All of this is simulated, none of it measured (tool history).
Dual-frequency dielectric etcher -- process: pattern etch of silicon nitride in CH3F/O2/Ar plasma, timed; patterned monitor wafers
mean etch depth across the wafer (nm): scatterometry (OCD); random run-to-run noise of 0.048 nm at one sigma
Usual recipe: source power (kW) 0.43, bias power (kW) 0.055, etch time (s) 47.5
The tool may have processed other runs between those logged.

run	hour	source power (kW)	bias power (kW)	etch time (s)	wafers since the last listed run	hours since the last wet clean	hours since the last source power generator calibration	hours since the last bias power generator calibration	hours since the last upper electrode change	hours since the gauge calibration	read-back reference wafer on the same gauge, depth_nm	mean etch depth across the wafer (nm)
1	0	0.43	0.055	47.5	0	358.5	4192.5	4567.2	5884.3	124.4	37.4	32.61
2	32.8	0.43	0.055	47.5	479	391.3	4225.3	4600	5917.1	157.2	37.39	32.62
3	45.6	0.43	0.055	47.5	186	404.1	4238.1	4612.8	5929.9	170	37.41	32.7
4	77.5	0.43	0.055	47.5	466	436	4270	4644.7	5961.8	201.9	37.38	32.72
# hour 86.7: bias power generator calibrated
5	90.1	0.43	0.055	47.5	125	448.6	4282.6	3.4	5974.4	214.5	37.41	32.77
# hour 122.5: wet clean of the chamber
# hour 144.6: upper electrode replaced
6	145.1	0.43	0.055	47.5	129	22.6	4337.6	58.4	0.5	269.5	37.39	32.22
7	145.9	0.43	0.055	47.5	11	23.4	4338.4	59.2	1.3	270.3	37.42	32.28
# hour 234.7: source power generator calibrated
8	235.2	0.43	0.067	47.5	1246	112.7	0.5	148.5	90.6	359.6	37.4	34.32
9	264.6	0.36	0.055	47.5	429	142.1	29.9	177.9	120	389	37.38	30.62
10	300.3	0.46	0.055	36.5	521	177.8	65.6	213.6	155.7	424.7	37.39	25.55
11	331.4	0.43	0.044	34.5	454	208.9	96.7	244.7	186.8	455.8	37.4	22.38
12	364.8	0.43	0.055	59	487	242.3	130.1	278.1	220.2	489.2	37.38	40.49
13	403.8	0.43	0.055	60	569	281.3	169.1	317.1	259.2	528.2	37.39	41.16
14	424.9	0.43	0.064	47.5	308	302.4	190.2	338.2	280.3	549.3	37.41	34.01
# hour 447.2: gauge calibrated
15	457.9	0.54	0.066	61	482	335.4	223.2	371.2	313.3	10.7	37.4	47.7
16	489.7	0.32	0.055	47.5	464	367.2	255	403	345.1	42.5	37.39	29.79
17	525.4	0.43	0.055	47.5	521	402.9	290.7	438.7	380.8	78.2	37.4	32.83
# hour 550: wet clean of the chamber
18	550.5	0.43	0.055	47.5	16	0.5	315.8	463.8	405.9	103.3	37.4	32.15
19	555.4	0.51	0.061	37.5	71	5.4	320.7	468.7	410.8	108.2	37.39	27.72
20	570.2	0.35	0.051	35	216	20.2	335.5	483.5	425.6	123	37.4	21.72
21	599.9	0.43	0.063	47.5	433	49.9	365.2	513.2	455.3	152.7	37.4	33.41
22	630.7	0.54	0.055	43.5	449	80.7	396	544	486.1	183.5	37.38	31.84
23	643.9	0.43	0.055	47.5	192	93.9	409.2	557.2	499.3	196.7	37.4	32.36
24	675.7	0.43	0.043	35	464	125.7	441	589	531.1	228.5	37.39	22.35
25	700.2	0.34	0.055	47.5	357	150.2	465.5	613.5	555.6	253	37.4	29.93
26	730.2	0.51	0.055	40	438	180.2	495.5	643.5	585.6	283	37.39	28.97
27	765.5	0.36	0.063	47.5	515	215.5	530.8	678.8	620.9	318.3	37.4	31.73
28	784.3	0.52	0.062	47.5	274	234.3	549.6	697.6	639.7	337.1	37.41	35.79
29	799.8	0.43	0.055	47.5	226	249.8	565.1	713.1	655.2	352.6	37.39	32.47

Each row is a separate what-if for the run after 29, all from the same tool condition, not one after another. Results?
A	800.2	0.43	0.055	47.5	5	250.2	565.5	713.5	655.6	353	?	?
B	800.2	0.49	0.061	42.5	5	250.2	565.5	713.5	655.6	353	?	?
C	800.2	0.33	0.067	38	5	250.2	565.5	713.5	655.6	353	?	?
D	800.2	0.43	0.044	47.5	5	250.2	565.5	713.5	655.6	353	?	?
E	800.2	0.39	0.051	40	5	250.2	565.5	713.5	655.6	353	?	?

run	read-back reference wafer on the same gauge, depth_nm	mean etch depth across the wafer (nm)
A	37.39	32.51
B	37.39	31.24
C	37.39	25.2
D	37.39	30.74
E	37.39	25.99
With no hidden state in the tool, these same runs would have given:
run	mean etch depth across the wafer (nm)
A	32.18
B	30.93
C	24.95
D	30.43
E	25.73

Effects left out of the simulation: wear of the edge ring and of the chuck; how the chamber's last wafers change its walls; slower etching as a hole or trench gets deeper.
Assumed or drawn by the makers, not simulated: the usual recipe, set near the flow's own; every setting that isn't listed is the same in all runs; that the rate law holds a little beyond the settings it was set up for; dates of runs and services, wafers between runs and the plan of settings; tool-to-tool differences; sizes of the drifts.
